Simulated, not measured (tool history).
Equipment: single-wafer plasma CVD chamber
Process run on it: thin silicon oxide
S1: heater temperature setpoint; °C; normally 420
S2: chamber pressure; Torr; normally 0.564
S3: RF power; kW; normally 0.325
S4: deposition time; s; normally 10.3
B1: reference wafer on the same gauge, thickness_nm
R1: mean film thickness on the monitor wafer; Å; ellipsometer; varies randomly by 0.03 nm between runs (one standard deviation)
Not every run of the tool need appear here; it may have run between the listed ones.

run	hour	S1	S2	S3	S4	B1	R1
1	0	420	0.564	0.325	10.3	15.202	133.82
2	27.5	420	0.564	0.325	10.3	15.201	133.73
3	42.6	420	0.564	0.325	11.7	15.201	152.25
4	49.5	420	0.564	0.325	11.7	15.211	151.9
5	60.8	420	0.564	0.325	11.7	15.198	152.47
6	69.5	420	0.564	0.325	10.3	15.211	133.9
7	85.8	420	0.564	0.325	10.3	15.199	134.61
8	103.8	420	0.564	0.325	10.3	15.196	133.9
9	118.4	420	0.564	0.35	10.3	15.192	136.02
10	129.4	420	0.564	0.35	10.3	15.196	136.4
11	140.5	420	0.564	0.35	10.3	15.199	136.14
12	155.6	420	0.564	0.325	10.3	15.202	134.15
13	171.8	420	0.564	0.325	10.3	15.203	134.36
14	176.8	420	0.564	0.325	10.3	15.198	134.15
15	184	420	0.564	0.325	10.3	15.196	134.3
16	194.2	420	0.564	0.325	8.5	15.202	110.59
17	204.9	420	0.564	0.325	10.3	15.197	133.76
18	223.6	415	0.441	0.325	10.3	15.198	105
19	234.8	431	0.564	0.325	10.3	15.202	132.87
20	251.6	420	0.564	0.325	10.3	15.205	134.3
21	262.4	420	0.564	0.265	10.3	15.207	128.66
22	273.2	420	0.564	0.325	10.3	15.202	134.13
23	307.4	420	0.505	0.27	10.3	15.205	115.73
24	317	420	0.614	0.365	10.3	15.209	149.51
25	351.5	420	0.564	0.325	10.3	15.199	133.61
26	359.6	420	0.603	0.27	10.3	15.2	137.53
27	368.7	420	0.564	0.325	10.3	15.197	134.32
28	379	429	0.618	0.285	8.4	15.197	115.77
29	393.3	420	0.456	0.325	11.6	15.199	122.15
30	409.9	414	0.611	0.37	10.3	15.205	149.66

The log once held 5 entries between its listed runs, left out of this copy. Where does each go, and what is different about the tool's unlogged condition between the listed run before it and the listed run after it?
After run 12, before run 13: showerhead replaced (hour 164.4); capacitance manometer re-zeroed and calibrated (hour 171.3)
  no difference in the tool's unlogged condition between these two runs
After run 17, before run 18: RF generator calibrated (hour 213)
  no difference in the tool's unlogged condition between these two runs
After run 18, before run 19: gauge calibrated (hour 225.4)
  no difference in the tool's unlogged condition between these two runs
After run 20, before run 21: thermocouple changed; heater temperature recalibrated (hour 261.9)
  no difference in the tool's unlogged condition between these two runs
